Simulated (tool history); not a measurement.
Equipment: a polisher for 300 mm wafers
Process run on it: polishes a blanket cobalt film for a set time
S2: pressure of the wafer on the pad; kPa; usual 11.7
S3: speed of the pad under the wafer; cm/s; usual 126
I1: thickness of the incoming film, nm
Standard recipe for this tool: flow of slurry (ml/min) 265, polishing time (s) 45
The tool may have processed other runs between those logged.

{"run": 1, "hour": 0.0, "flow of slurry (ml/min)": 265, "S2": 11.7, "S3": 126, "polishing time (s)": 45, "I1": 1334, "film removed (nm)": 251.1}
{"run": 2, "hour": 91.9, "flow of slurry (ml/min)": 265, "S2": 11.7, "S3": 126, "polishing time (s)": 45, "I1": 1345.3, "film removed (nm)": 250.2}
{"run": 3, "hour": 184.5, "flow of slurry (ml/min)": 265, "S2": 11.7, "S3": 126, "polishing time (s)": 45, "I1": 1323, "film removed (nm)": 252.4}
{"run": 4, "hour": 289.3, "flow of slurry (ml/min)": 265, "S2": 11.7, "S3": 112, "polishing time (s)": 45, "I1": 1345, "film removed (nm)": 224.2}
{"run": 5, "hour": 364.7, "flow of slurry (ml/min)": 265, "S2": 11.7, "S3": 148, "polishing time (s)": 45, "I1": 1326.2, "film removed (nm)": 295}
{"run": 6, "hour": 422.3, "flow of slurry (ml/min)": 265, "S2": 11.7, "S3": 148, "polishing time (s)": 45, "I1": 1338.8, "film removed (nm)": 288.5}
{"run": 7, "hour": 483.3, "flow of slurry (ml/min)": 265, "S2": 11.7, "S3": 126, "polishing time (s)": 45, "I1": 1343, "film removed (nm)": 244.6}
{"hour": 510.5, "done": "worn pad replaced by a new one"}
{"hour": 527.6, "done": "slurry nozzle cleaned"}
{"run": 8, "hour": 543.0, "flow of slurry (ml/min)": 265, "S2": 11.7, "S3": 126, "polishing time (s)": 45, "I1": 1331.1, "film removed (nm)": 253}
{"run": 9, "hour": 587.4, "flow of slurry (ml/min)": 265, "S2": 11.7, "S3": 136, "polishing time (s)": 45, "I1": 1362.9, "film removed (nm)": 274.1}
{"hour": 651.3, "done": "head pressure recalibrated"}
{"run": 10, "hour": 680.8, "flow of slurry (ml/min)": 265, "S2": 11.7, "S3": 136, "polishing time (s)": 45, "I1": 1335.3, "film removed (nm)": 276.1}
{"run": 11, "hour": 775.9, "flow of slurry (ml/min)": 335, "S2": 11.7, "S3": 126, "polishing time (s)": 45, "I1": 1319.2, "film removed (nm)": 253.3}
{"run": 12, "hour": 821.1, "flow of slurry (ml/min)": 335, "S2": 11.7, "S3": 126, "polishing time (s)": 45, "I1": 1359.2, "film removed (nm)": 258.4}
{"run": 13, "hour": 893.7, "flow of slurry (ml/min)": 325, "S2": 11.7, "S3": 126, "polishing time (s)": 45, "I1": 1333.6, "film removed (nm)": 254.1}
{"run": 14, "hour": 931.0, "flow of slurry (ml/min)": 325, "S2": 11.7, "S3": 126, "polishing time (s)": 45, "I1": 1334.7, "film removed (nm)": 254.5}
{"run": 15, "hour": 1032.2, "flow of slurry (ml/min)": 265, "S2": 11.7, "S3": 126, "polishing time (s)": 45, "I1": 1359.3, "film removed (nm)": 247.5}
{"run": 16, "hour": 1127.1, "flow of slurry (ml/min)": 265, "S2": 11.7, "S3": 126, "polishing time (s)": 45, "I1": 1323.1, "film removed (nm)": 246.3}
{"hour": 1142.5, "done": "slurry nozzle cleaned"}
{"run": 17, "hour": 1187.3, "flow of slurry (ml/min)": 265, "S2": 11.7, "S3": 126, "polishing time (s)": 45, "I1": 1335.4, "film removed (nm)": 256.1}
{"hour": 1216.2, "done": "worn pad replaced by a new one"}
{"run": 18, "hour": 1287.0, "flow of slurry (ml/min)": 265, "S2": 11.7, "S3": 126, "polishing time (s)": 45, "I1": 1323.6, "film removed (nm)": 253.2}
{"hour": 1359.6, "done": "head pressure recalibrated"}
{"run": 19, "hour": 1369.8, "flow of slurry (ml/min)": 265, "S2": 11.7, "S3": 158, "polishing time (s)": 33, "I1": 1331.1, "film removed (nm)": 232.1}
{"run": 20, "hour": 1464.4, "flow of slurry (ml/min)": 265, "S2": 11.7, "S3": 126, "polishing time (s)": 45, "I1": 1335.9, "film removed (nm)": 248.5}
{"run": 21, "hour": 1527.8, "flow of slurry (ml/min)": 175, "S2": 14.5, "S3": 86, "polishing time (s)": 50, "I1": 1354.5, "film removed (nm)": 226.8}
{"run": 22, "hour": 1570.4, "flow of slurry (ml/min)": 265, "S2": 11.7, "S3": 114, "polishing time (s)": 45, "I1": 1356.7, "film removed (nm)": 228.1}
{"run": 23, "hour": 1673.7, "flow of slurry (ml/min)": 265, "S2": 11.7, "S3": 126, "polishing time (s)": 45, "I1": 1344.7, "film removed (nm)": 245.6}
{"run": 24, "hour": 1747.2, "flow of slurry (ml/min)": 325, "S2": 11.7, "S3": 138, "polishing time (s)": 57, "I1": 1321.3, "film removed (nm)": 344.5}
{"hour": 1776.4, "done": "slurry nozzle cleaned"}
{"run": 25, "hour": 1813.6, "flow of slurry (ml/min)": 265, "S2": 11.7, "S3": 126, "polishing time (s)": 45, "I1": 1330.7, "film removed (nm)": 251.5}
{"run": 26, "hour": 1910.5, "flow of slurry (ml/min)": 265, "S2": 13.1, "S3": 156, "polishing time (s)": 58, "I1": 1338.1, "film removed (nm)": 455.4}
{"hour": 1941.2, "done": "worn pad replaced by a new one"}
{"run": 27, "hour": 1989.7, "flow of slurry (ml/min)": 305, "S2": 11.7, "S3": 106, "polishing time (s)": 45, "I1": 1339.2, "film removed (nm)": 215.2}
{"run": 28, "hour": 2032.3, "flow of slurry (ml/min)": 320, "S2": 11.7, "S3": 126, "polishing time (s)": 35, "I1": 1324.1, "film removed (nm)": 199.7}
{"hour": 2069.7, "done": "head pressure recalibrated"}
{"run": 29, "hour": 2285.3, "flow of slurry (ml/min)": 265, "S2": 11.7, "S3": 140, "polishing time (s)": 45, "I1": 1341.8, "film removed (nm)": 272.6}
{"run": 30, "hour": 2376.3, "flow of slurry (ml/min)": 225, "S2": 13.1, "S3": 126, "polishing time (s)": 45, "I1": 1366, "film removed (nm)": 271.4}
{"run": 31, "hour": 2447.8, "flow of slurry (ml/min)": 265, "S2": 15.9, "S3": 126, "polishing time (s)": 45, "I1": 1336.9, "film removed (nm)": 330}
{"hour": 2485.5, "done": "slurry nozzle cleaned"}
{"run": 32, "hour": 2492.0, "flow of slurry (ml/min)": 340, "S2": 11.7, "S3": 126, "polishing time (s)": 45, "I1": 1322.1, "film removed (nm)": 253.8}
{"run": 33, "hour": 2581.5, "flow of slurry (ml/min)": 265, "S2": 10.3, "S3": 126, "polishing time (s)": 36, "I1": 1324, "film removed (nm)": 178.1}
{"hour": 2644.0, "done": "worn pad replaced by a new one"}
{"run": 34, "hour": 2718.1, "flow of slurry (ml/min)": 320, "S2": 11.7, "S3": 126, "polishing time (s)": 55, "I1": 1334.6, "film removed (nm)": 312.7}
{"hour": 2779.5, "done": "head pressure recalibrated"}
{"run": 35, "hour": 2806.7, "flow of slurry (ml/min)": 265, "S2": 11.7, "S3": 138, "polishing time (s)": 45, "I1": 1327.4, "film removed (nm)": 273.8}
{"run": 36, "hour": 2903.5, "flow of slurry (ml/min)": 205, "S2": 14.5, "S3": 146, "polishing time (s)": 53, "I1": 1333.4, "film removed (nm)": 407.6}
{"run": 37, "hour": 2971.8, "flow of slurry (ml/min)": 265, "S2": 13.8, "S3": 90, "polishing time (s)": 57, "I1": 1342.7, "film removed (nm)": 262.4}

Subtracting, for every run, the result it would have given without the tool's unlogged condition from the measured result gives the following. The same run-to-run variation enters both numbers; the gauge's scatter may not:
Hidden state present: removal rate lost through wear of the pad, %; slurry flow missing at the pad, %; deviation of the head's pressure from its setpoint, %.
run=1 film_removed_(nm)=-1.6
run=2 film_removed_(nm)=-2.7
run=3 film_removed_(nm)=-3.9
run=4 film_removed_(nm)=-4.9
run=5 film_removed_(nm)=-7.8
run=6 film_removed_(nm)=-8.8
run=7 film_removed_(nm)=-8.5
run=8 film_removed_(nm)=-0.3
run=9 film_removed_(nm)=-0.7
run=10 film_removed_(nm)=-1.9
run=11 film_removed_(nm)=-2.5
run=12 film_removed_(nm)=-3.2
run=13 film_removed_(nm)=-4
run=14 film_removed_(nm)=-4.5
run=15 film_removed_(nm)=-6.5
run=16 film_removed_(nm)=-8.1
run=17 film_removed_(nm)=-0.9
run=18 film_removed_(nm)=-2
run=19 film_removed_(nm)=-2.8
run=20 film_removed_(nm)=-4.2
run=21 film_removed_(nm)=-5.9
run=22 film_removed_(nm)=-5.3
run=23 film_removed_(nm)=-7.3
run=24 film_removed_(nm)=-10.7
run=25 film_removed_(nm)=-1.1
run=26 film_removed_(nm)=-4
run=27 film_removed_(nm)=-2.6
run=28 film_removed_(nm)=-2.7
run=29 film_removed_(nm)=-8.3
run=30 film_removed_(nm)=-11.2
run=31 film_removed_(nm)=-14.2
run=32 film_removed_(nm)=-1.1
run=33 film_removed_(nm)=-1.6
run=34 film_removed_(nm)=-4.4
run=35 film_removed_(nm)=-5.7
run=36 film_removed_(nm)=-12.9
run=37 film_removed_(nm)=-8.4
